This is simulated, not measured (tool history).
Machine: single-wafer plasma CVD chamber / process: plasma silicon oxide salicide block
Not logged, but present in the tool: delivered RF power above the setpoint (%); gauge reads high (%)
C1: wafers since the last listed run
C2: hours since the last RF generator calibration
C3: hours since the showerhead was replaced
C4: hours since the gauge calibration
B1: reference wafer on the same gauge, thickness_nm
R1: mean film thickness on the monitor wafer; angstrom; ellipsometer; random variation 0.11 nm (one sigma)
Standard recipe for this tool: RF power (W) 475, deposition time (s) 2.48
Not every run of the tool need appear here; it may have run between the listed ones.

{"run": 1, "day": 0.0, "RF power (W)": 475, "deposition time (s)": 2.29, "C1": 0, "C2": 1495.1, "C3": 5720.3, "C4": 1408.3, "B1": 23.979, "R1": 204.74}
{"run": 2, "day": 3.167, "RF power (W)": 475, "deposition time (s)": 2.29, "C1": 2039, "C2": 1571.1, "C3": 5796.3, "C4": 1484.3, "B1": 23.996, "R1": 206.91}
{"run": 3, "day": 4.788, "RF power (W)": 475, "deposition time (s)": 2.13, "C1": 1043, "C2": 1610.0, "C3": 5835.2, "C4": 1523.2, "B1": 24.0, "R1": 192.6}
{"run": 4, "day": 6.671, "RF power (W)": 475, "deposition time (s)": 2.48, "C1": 1212, "C2": 1655.2, "C3": 5880.4, "C4": 1568.4, "B1": 24.007, "R1": 222.04}
{"run": 5, "day": 8.867, "RF power (W)": 475, "deposition time (s)": 2.48, "C1": 1413, "C2": 1707.9, "C3": 5933.1, "C4": 1621.1, "B1": 23.994, "R1": 222.35}
{"run": 6, "day": 13.112, "RF power (W)": 475, "deposition time (s)": 2.48, "C1": 2734, "C2": 1809.8, "C3": 6035.0, "C4": 1723.0, "B1": 24.015, "R1": 221.96}
{"run": 7, "day": 14.858, "RF power (W)": 475, "deposition time (s)": 2.48, "C1": 1124, "C2": 1851.7, "C3": 6076.9, "C4": 1764.9, "B1": 24.017, "R1": 222.27}
{"run": 8, "day": 18.962, "RF power (W)": 475, "deposition time (s)": 2.48, "C1": 2642, "C2": 1950.2, "C3": 6175.4, "C4": 1863.4, "B1": 24.013, "R1": 222.18}
{"run": 9, "day": 21.179, "RF power (W)": 500, "deposition time (s)": 2.48, "C1": 1427, "C2": 2003.4, "C3": 6228.6, "C4": 1916.6, "B1": 23.98, "R1": 227.83}
{"run": 10, "day": 25.379, "RF power (W)": 500, "deposition time (s)": 2.48, "C1": 2704, "C2": 2104.2, "C3": 6329.4, "C4": 2017.4, "B1": 23.956, "R1": 226.61}
{"run": 11, "day": 29.55, "RF power (W)": 475, "deposition time (s)": 2.48, "C1": 2685, "C2": 2204.3, "C3": 6429.5, "C4": 2117.5, "B1": 23.921, "R1": 224.5}
{"day": 30.192, "done": "showerhead replaced"}
{"day": 31.708, "done": "RF generator calibrated"}
{"run": 12, "day": 31.729, "RF power (W)": 475, "deposition time (s)": 2.48, "C1": 973, "C2": 0.5, "C3": 36.9, "C4": 2169.8, "B1": 23.974, "R1": 228.76}
{"run": 13, "day": 34.812, "RF power (W)": 475, "deposition time (s)": 2.48, "C1": 1985, "C2": 74.5, "C3": 110.9, "C4": 2243.8, "B1": 23.963, "R1": 230.05}
{"run": 14, "day": 37.379, "RF power (W)": 475, "deposition time (s)": 2.48, "C1": 1652, "C2": 136.1, "C3": 172.5, "C4": 2305.4, "B1": 23.968, "R1": 227.76}
{"run": 15, "day": 39.021, "RF power (W)": 475, "deposition time (s)": 2.48, "C1": 1057, "C2": 175.5, "C3": 211.9, "C4": 2344.8, "B1": 23.978, "R1": 228.5}
{"run": 16, "day": 41.438, "RF power (W)": 475, "deposition time (s)": 2.48, "C1": 1556, "C2": 233.5, "C3": 269.9, "C4": 2402.8, "B1": 23.959, "R1": 225.94}
{"run": 17, "day": 43.017, "RF power (W)": 535, "deposition time (s)": 2.83, "C1": 1016, "C2": 271.4, "C3": 307.8, "C4": 2440.7, "B1": 24.079, "R1": 271.38}
{"run": 18, "day": 45.317, "RF power (W)": 475, "deposition time (s)": 2.6, "C1": 1481, "C2": 326.6, "C3": 363.0, "C4": 2495.9, "B1": 23.989, "R1": 237.02}
{"run": 19, "day": 47.608, "RF power (W)": 475, "deposition time (s)": 2.48, "C1": 1475, "C2": 381.6, "C3": 418.0, "C4": 2550.9, "B1": 24.018, "R1": 226.55}
{"run": 20, "day": 49.612, "RF power (W)": 555, "deposition time (s)": 2.48, "C1": 1290, "C2": 429.7, "C3": 466.1, "C4": 2599.0, "B1": 23.97, "R1": 237.72}
{"run": 21, "day": 51.875, "RF power (W)": 545, "deposition time (s)": 2.15, "C1": 1456, "C2": 484.0, "C3": 520.4, "C4": 2653.3, "B1": 23.991, "R1": 203.71}
{"run": 22, "day": 54.325, "RF power (W)": 400, "deposition time (s)": 2.76, "C1": 1577, "C2": 542.8, "C3": 579.2, "C4": 2712.1, "B1": 23.998, "R1": 235.36}
{"day": 54.842, "done": "gauge calibrated"}
{"run": 23, "day": 57.088, "RF power (W)": 515, "deposition time (s)": 2.08, "C1": 1778, "C2": 609.1, "C3": 645.5, "C4": 53.9, "B1": 24.016, "R1": 195.35}
{"run": 24, "day": 59.046, "RF power (W)": 405, "deposition time (s)": 2.16, "C1": 1261, "C2": 656.1, "C3": 692.5, "C4": 100.9, "B1": 24.038, "R1": 186.45}
{"run": 25, "day": 60.971, "RF power (W)": 500, "deposition time (s)": 2.05, "C1": 1239, "C2": 702.3, "C3": 738.7, "C4": 147.1, "B1": 24.008, "R1": 187.98}
{"run": 26, "day": 64.567, "RF power (W)": 475, "deposition time (s)": 2.48, "C1": 2315, "C2": 788.6, "C3": 825.0, "C4": 233.4, "B1": 24.039, "R1": 224.36}
{"run": 27, "day": 69.5, "RF power (W)": 475, "deposition time (s)": 2.14, "C1": 3176, "C2": 907.0, "C3": 943.4, "C4": 351.8, "B1": 24.011, "R1": 193.53}
{"run": 28, "day": 73.079, "RF power (W)": 430, "deposition time (s)": 2.17, "C1": 2304, "C2": 992.9, "C3": 1029.3, "C4": 437.7, "B1": 24.035, "R1": 190.79}
{"run": 29, "day": 74.704, "RF power (W)": 405, "deposition time (s)": 2.16, "C1": 1046, "C2": 1031.9, "C3": 1068.3, "C4": 476.7, "B1": 24.041, "R1": 184.03}
{"run": 30, "day": 78.179, "RF power (W)": 475, "deposition time (s)": 2.25, "C1": 2237, "C2": 1115.3, "C3": 1151.7, "C4": 560.1, "B1": 24.021, "R1": 204.3}
{"run": 31, "day": 80.158, "RF power (W)": 535, "deposition time (s)": 2.48, "C1": 1274, "C2": 1162.8, "C3": 1199.2, "C4": 607.6, "B1": 23.998, "R1": 233.63}
{"run": 32, "day": 84.454, "RF power (W)": 545, "deposition time (s)": 2.72, "C1": 2766, "C2": 1265.9, "C3": 1302.3, "C4": 710.7, "B1": 24.003, "R1": 256.49}
{"run": 33, "day": 86.683, "RF power (W)": 540, "deposition time (s)": 2.35, "C1": 1435, "C2": 1319.4, "C3": 1355.8, "C4": 764.2, "B1": 24.025, "R1": 220.59}
{"run": 34, "day": 90.075, "RF power (W)": 505, "deposition time (s)": 2.93, "C1": 2183, "C2": 1400.8, "C3": 1437.2, "C4": 845.6, "B1": 24.078, "R1": 269.85}
{"run": 35, "day": 99.692, "RF power (W)": 405, "deposition time (s)": 2.48, "C1": 6192, "C2": 1631.6, "C3": 1668.0, "C4": 1076.4, "B1": 23.987, "R1": 209.55}

Predict each of these 4 candidate next runs independently; none follows another, all start after run 35:
{"run": "A", "day": 99.708, "RF power (W)": 475, "deposition time (s)": 2.48, "C1": 10, "C2": 1632.0, "C3": 1668.4, "C4": 1076.8, "B1": "?", "R1": "?"}
{"run": "B", "day": 99.708, "RF power (W)": 555, "deposition time (s)": 2.66, "C1": 10, "C2": 1632.0, "C3": 1668.4, "C4": 1076.8, "B1": "?", "R1": "?"}
{"run": "C", "day": 99.708, "RF power (W)": 525, "deposition time (s)": 2.84, "C1": 10, "C2": 1632.0, "C3": 1668.4, "C4": 1076.8, "B1": "?", "R1": "?"}
{"run": "D", "day": 99.708, "RF power (W)": 545, "deposition time (s)": 2.64, "C1": 10, "C2": 1632.0, "C3": 1668.4, "C4": 1076.8, "B1": "?", "R1": "?"}

run=A B1=24.053 R1=225.44
run=B B1=24.053 R1=254.64
run=C B1=24.053 R1=266.92
run=D B1=24.053 R1=251.21
What these runs would have given with no unlogged condition in the tool:
run=A R1=232.07
run=B R1=262.13
run=C R1=274.77
run=D R1=258.60
